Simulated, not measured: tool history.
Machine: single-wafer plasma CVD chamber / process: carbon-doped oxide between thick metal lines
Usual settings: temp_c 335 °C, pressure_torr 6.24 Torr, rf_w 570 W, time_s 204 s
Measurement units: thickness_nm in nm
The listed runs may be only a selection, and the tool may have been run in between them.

run	hour	temp_c	pressure_torr	rf_w	time_s	wafers since the last listed run	hours since the last thermocouple change	hours since the last RF generator calibration	hours since the last manometer calibration	hours since the showerhead was replaced	hours since the gauge calibration	read-back reference wafer on the same gauge, thickness_nm	thickness_nm
1	0.0	335	6.24	570	204	0	1164.0	1160.0	693.6	2819.8	602.4	980.048	1052.580
2	43.5	335	6.24	570	204	244	1207.5	1203.5	737.1	2863.3	645.9	981.669	1047.294
3	112.0	335	6.24	570	204	385	1276.0	1272.0	805.6	2931.8	714.4	984.516	1055.167
4	161.1	335	6.24	570	204	276	1325.1	1321.1	854.7	2980.9	763.5	986.548	1051.805
5	204.4	335	6.24	570	204	243	1368.4	1364.4	898.0	3024.2	806.8	987.294	1042.150
6	233.8	335	6.24	570	204	165	1397.8	1393.8	927.4	3053.6	836.2	986.633	1057.922
7	261.0	335	6.24	570	204	153	1425.0	1421.0	954.6	3080.8	863.4	990.068	1053.702
8	313.0	335	6.24	570	204	292	1477.0	1473.0	1006.6	3132.8	915.4	993.159	1060.625
9	340.0	329	6.24	570	204	152	1504.0	1500.0	1033.6	3159.8	942.4	991.881	1070.320
# hour 351.7: capacitance manometer re-zeroed and calibrated
10	380.5	335	6.24	570	204	183	1544.5	1540.5	28.8	3200.3	982.9	995.746	1058.981
# hour 418.7: RF generator calibrated
11	445.5	335	7.38	570	193	320	1609.5	26.8	93.8	3265.3	1047.9	998.118	1018.320
12	485.5	335	7.38	570	193	225	1649.5	66.8	133.8	3305.3	1087.9	999.118	1021.656
13	531.2	335	7.38	570	193	257	1695.2	112.5	179.5	3351.0	1133.6	1001.196	1023.370
14	589.8	335	7.57	570	179	330	1753.8	171.1	238.1	3409.6	1192.2	1005.269	962.415
15	621.7	335	6.83	645	185	179	1785.7	203.0	270.0	3441.5	1224.1	1005.820	1066.247
16	654.6	335	6.24	570	204	185	1818.6	235.9	302.9	3474.4	1257.0	1009.266	1075.960
17	705.7	341	6.24	570	204	287	1869.7	287.0	354.0	3525.5	1308.1	1012.137	1059.764
# hour 708.0: gauge calibrated
18	754.8	324	7.65	605	182	276	1918.8	336.1	403.1	3574.6	46.8	968.686	1010.312
19	782.5	335	7.20	610	172	155	1946.5	363.8	430.8	3602.3	74.5	972.097	921.301
# hour 806.1: showerhead replaced
20	811.8	330	6.24	610	176	119	1975.8	393.1	460.1	5.7	103.8	970.732	955.326
# hour 836.6: thermocouple changed; heater temperature recalibrated
21	859.9	335	6.24	570	204	225	23.3	441.2	508.2	53.8	151.9	971.671	1033.627
22	887.2	335	6.24	570	204	153	50.6	468.5	535.5	81.1	179.2	972.448	1035.229
23	933.1	335	6.24	475	204	258	96.5	514.4	581.4	127.0	225.1	970.084	915.640
24	983.0	324	6.24	570	204	281	146.4	564.3	631.3	176.9	275.0	974.215	1072.095
25	1036.8	335	5.58	570	241	302	200.2	618.1	685.1	230.7	328.8	971.784	1210.234
26	1078.5	335	5.25	570	204	234	241.9	659.8	726.8	272.4	370.5	972.582	1008.602
27	1102.7	342	4.99	480	216	136	266.1	684.0	751.0	296.6	394.7	971.598	927.490

Some steps in thickness_nm, run to run, broken into two amounts with sign: the step expected even without the hidden condition (settings, incoming material, random variation), and the rest, left for the hidden condition together with whatever gauge scatter is not in both the measured and the hidden-condition-free result:
What the log doesn't record here: wafer temperature above the value expected at the setpoint (K); delivered RF power above the setpoint (%); true pressure above the setpoint (%); gauge reads high (%).
Run 14 -> 15: pressure_torr 7.57 -> 6.83, rf_w 570 -> 645, time_s 179 -> 185. thickness_nm +103.832 nm: hidden state +5.500, all else +98.332.
Run 17 -> 18: temp_c 341 -> 324, pressure_torr 6.24 -> 7.65, rf_w 570 -> 605, time_s 204 -> 182, gauge calibrated. thickness_nm -49.452 nm: hidden state -43.778, all else -5.674.
Run 23 -> 24: temp_c 335 -> 324, rf_w 475 -> 570. thickness_nm +156.455 nm: hidden state +0.865, all else +155.590.
Run 25 -> 26: pressure_torr 5.58 -> 5.25, time_s 241 -> 204. thickness_nm -201.632 nm: hidden state +0.168, all else -201.800.
